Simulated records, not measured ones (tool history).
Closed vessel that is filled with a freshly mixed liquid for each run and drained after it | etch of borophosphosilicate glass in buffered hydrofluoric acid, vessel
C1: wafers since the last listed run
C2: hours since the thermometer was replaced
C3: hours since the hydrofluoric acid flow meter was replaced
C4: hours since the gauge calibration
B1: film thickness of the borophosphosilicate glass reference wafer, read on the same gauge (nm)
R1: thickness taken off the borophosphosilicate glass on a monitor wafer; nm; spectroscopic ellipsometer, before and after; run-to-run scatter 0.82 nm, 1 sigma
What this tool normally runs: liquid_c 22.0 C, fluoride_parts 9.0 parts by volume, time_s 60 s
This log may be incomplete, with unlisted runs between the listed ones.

{"run": 1, "hour": 0.0, "liquid_c": 22.0, "fluoride_parts": 9.0, "time_s": 60, "C1": 0, "C2": 1233.9, "C3": 187.7, "C4": 2758.3, "B1": 80.0, "R1": 87.58}
{"run": 2, "hour": 107.6, "liquid_c": 22.0, "fluoride_parts": 9.0, "time_s": 60, "C1": 8977, "C2": 1341.5, "C3": 295.3, "C4": 2865.9, "B1": 80.0, "R1": 88.79}
{"run": 3, "hour": 195.1, "liquid_c": 19.5, "fluoride_parts": 9.0, "time_s": 60, "C1": 7300, "C2": 1429.0, "C3": 382.8, "C4": 2953.4, "B1": 80.01, "R1": 75.02}
{"run": 4, "hour": 258.5, "liquid_c": 22.0, "fluoride_parts": 11.5, "time_s": 60, "C1": 5289, "C2": 1492.4, "C3": 446.2, "C4": 3016.8, "B1": 79.99, "R1": 70.48}
{"run": 5, "hour": 311.0, "liquid_c": 22.0, "fluoride_parts": 11.5, "time_s": 60, "C1": 4380, "C2": 1544.9, "C3": 498.7, "C4": 3069.3, "B1": 79.98, "R1": 71.87}
{"run": 6, "hour": 353.6, "liquid_c": 22.0, "fluoride_parts": 9.0, "time_s": 60, "C1": 3554, "C2": 1587.5, "C3": 541.3, "C4": 3111.9, "B1": 80.0, "R1": 87.35}
{"run": 7, "hour": 460.8, "liquid_c": 22.0, "fluoride_parts": 9.0, "time_s": 60, "C1": 8943, "C2": 1694.7, "C3": 648.5, "C4": 3219.1, "B1": 79.99, "R1": 87.27}
{"hour": 487.8, "done": "hydrofluoric acid flow meter replaced"}
{"run": 8, "hour": 516.9, "liquid_c": 22.0, "fluoride_parts": 9.0, "time_s": 60, "C1": 4597, "C2": 1750.8, "C3": 29.1, "C4": 3275.2, "B1": 80.0, "R1": 86.25}
{"run": 9, "hour": 624.2, "liquid_c": 22.0, "fluoride_parts": 9.0, "time_s": 60, "C1": 8952, "C2": 1858.1, "C3": 136.4, "C4": 3382.5, "B1": 80.01, "R1": 86.44}
{"hour": 635.0, "done": "thermometer replaced"}
{"run": 10, "hour": 675.1, "liquid_c": 22.0, "fluoride_parts": 9.0, "time_s": 60, "C1": 4163, "C2": 40.1, "C3": 187.3, "C4": 3433.4, "B1": 80.0, "R1": 91.31}
{"hour": 772.7, "done": "gauge calibrated"}
{"run": 11, "hour": 782.6, "liquid_c": 22.0, "fluoride_parts": 9.0, "time_s": 60, "C1": 8968, "C2": 147.6, "C3": 294.8, "C4": 9.9, "B1": 80.02, "R1": 90.35}
{"run": 12, "hour": 861.4, "liquid_c": 18.0, "fluoride_parts": 12.5, "time_s": 35, "C1": 6574, "C2": 226.4, "C3": 373.6, "C4": 88.7, "B1": 79.99, "R1": 32.07}
{"run": 13, "hour": 964.1, "liquid_c": 18.5, "fluoride_parts": 9.0, "time_s": 60, "C1": 8568, "C2": 329.1, "C3": 476.3, "C4": 191.4, "B1": 79.99, "R1": 75.63}
{"run": 14, "hour": 1031.9, "liquid_c": 22.0, "fluoride_parts": 9.0, "time_s": 35, "C1": 5656, "C2": 396.9, "C3": 544.1, "C4": 259.2, "B1": 80.0, "R1": 53.67}
{"hour": 1045.7, "done": "hydrofluoric acid flow meter replaced"}
{"run": 15, "hour": 1109.2, "liquid_c": 22.0, "fluoride_parts": 9.0, "time_s": 60, "C1": 6365, "C2": 474.2, "C3": 63.5, "C4": 336.5, "B1": 79.99, "R1": 89.37}
{"run": 16, "hour": 1183.4, "liquid_c": 22.0, "fluoride_parts": 10.0, "time_s": 60, "C1": 6190, "C2": 548.4, "C3": 137.7, "C4": 410.7, "B1": 80.0, "R1": 84.6}
{"run": 17, "hour": 1261.7, "liquid_c": 25.0, "fluoride_parts": 10.0, "time_s": 90, "C1": 6532, "C2": 626.7, "C3": 216.0, "C4": 489.0, "B1": 79.99, "R1": 149.41}
{"run": 18, "hour": 1358.1, "liquid_c": 22.0, "fluoride_parts": 9.0, "time_s": 60, "C1": 8042, "C2": 723.1, "C3": 312.4, "C4": 585.4, "B1": 80.02, "R1": 91.93}
{"run": 19, "hour": 1401.0, "liquid_c": 19.0, "fluoride_parts": 9.0, "time_s": 85, "C1": 3579, "C2": 766.0, "C3": 355.3, "C4": 628.3, "B1": 79.99, "R1": 108.21}
{"run": 20, "hour": 1464.0, "liquid_c": 22.0, "fluoride_parts": 9.0, "time_s": 60, "C1": 5256, "C2": 829.0, "C3": 418.3, "C4": 691.3, "B1": 80.01, "R1": 88.63}
{"run": 21, "hour": 1512.7, "liquid_c": 18.5, "fluoride_parts": 7.5, "time_s": 70, "C1": 4063, "C2": 877.7, "C3": 467.0, "C4": 740.0, "B1": 80.02, "R1": 104.58}
{"hour": 1573.8, "done": "hydrofluoric acid flow meter replaced"}
{"run": 22, "hour": 1599.0, "liquid_c": 22.0, "fluoride_parts": 9.0, "time_s": 60, "C1": 7116, "C2": 964.0, "C3": 25.2, "C4": 826.3, "B1": 80.02, "R1": 88.71}
{"run": 23, "hour": 1661.7, "liquid_c": 22.0, "fluoride_parts": 7.0, "time_s": 40, "C1": 5231, "C2": 1026.7, "C3": 87.9, "C4": 889.0, "B1": 80.01, "R1": 77.51}
{"run": 24, "hour": 1758.4, "liquid_c": 18.0, "fluoride_parts": 8.0, "time_s": 45, "C1": 8067, "C2": 1123.4, "C3": 184.6, "C4": 985.7, "B1": 80.0, "R1": 61.66}
{"run": 25, "hour": 1820.8, "liquid_c": 25.5, "fluoride_parts": 9.0, "time_s": 60, "C1": 5206, "C2": 1185.8, "C3": 247.0, "C4": 1048.1, "B1": 80.0, "R1": 106.52}
{"run": 26, "hour": 1873.5, "liquid_c": 24.0, "fluoride_parts": 9.0, "time_s": 90, "C1": 4396, "C2": 1238.5, "C3": 299.7, "C4": 1100.8, "B1": 80.01, "R1": 148.83}
{"run": 27, "hour": 1959.2, "liquid_c": 19.0, "fluoride_parts": 7.5, "time_s": 60, "C1": 7149, "C2": 1324.2, "C3": 385.4, "C4": 1186.5, "B1": 79.99, "R1": 89.45}
{"run": 28, "hour": 2029.2, "liquid_c": 22.0, "fluoride_parts": 9.0, "time_s": 30, "C1": 5840, "C2": 1394.2, "C3": 455.4, "C4": 1256.5, "B1": 80.0, "R1": 43.88}
{"run": 29, "hour": 2066.9, "liquid_c": 22.0, "fluoride_parts": 7.5, "time_s": 45, "C1": 3145, "C2": 1431.9, "C3": 493.1, "C4": 1294.2, "B1": 80.03, "R1": 80.45}
{"hour": 2114.9, "done": "hydrofluoric acid flow meter replaced"}
{"run": 30, "hour": 2163.7, "liquid_c": 22.0, "fluoride_parts": 9.0, "time_s": 90, "C1": 7992, "C2": 1528.7, "C3": 48.8, "C4": 1391.0, "B1": 79.99, "R1": 130.58}
{"run": 31, "hour": 2230.1, "liquid_c": 22.0, "fluoride_parts": 9.0, "time_s": 60, "C1": 5539, "C2": 1595.1, "C3": 115.2, "C4": 1457.4, "B1": 80.0, "R1": 87.2}
{"hour": 2294.1, "done": "thermometer replaced"}
{"run": 32, "hour": 2317.9, "liquid_c": 17.5, "fluoride_parts": 11.0, "time_s": 40, "C1": 7241, "C2": 23.8, "C3": 203.0, "C4": 1545.2, "B1": 80.01, "R1": 40.36}

The logged runs with the hidden state left out (each run's random variation unchanged):
Hidden state at play: liquid colder than its thermometer reads (K); hydrofluoric acid flow above the setpoint (%); gauge reads high (%).
run=1 R1=91.70
run=2 R1=93.27
run=3 R1=79.13
run=4 R1=74.45
run=5 R1=76.04
run=6 R1=92.51
run=7 R1=92.79
run=8 R1=91.85
run=9 R1=92.41
run=10 R1=91.70
run=11 R1=91.04
run=12 R1=32.41
run=13 R1=76.70
run=14 R1=54.53
run=15 R1=91.05
run=16 R1=86.42
run=17 R1=152.98
run=18 R1=94.42
run=19 R1=111.39
run=20 R1=91.38
run=21 R1=108.07
run=22 R1=91.87
run=23 R1=80.43
run=24 R1=64.27
run=25 R1=111.05
run=26 R1=155.48
run=27 R1=93.83
run=28 R1=46.09
run=29 R1=84.64
run=30 R1=137.84
run=31 R1=92.25
run=32 R1=40.61

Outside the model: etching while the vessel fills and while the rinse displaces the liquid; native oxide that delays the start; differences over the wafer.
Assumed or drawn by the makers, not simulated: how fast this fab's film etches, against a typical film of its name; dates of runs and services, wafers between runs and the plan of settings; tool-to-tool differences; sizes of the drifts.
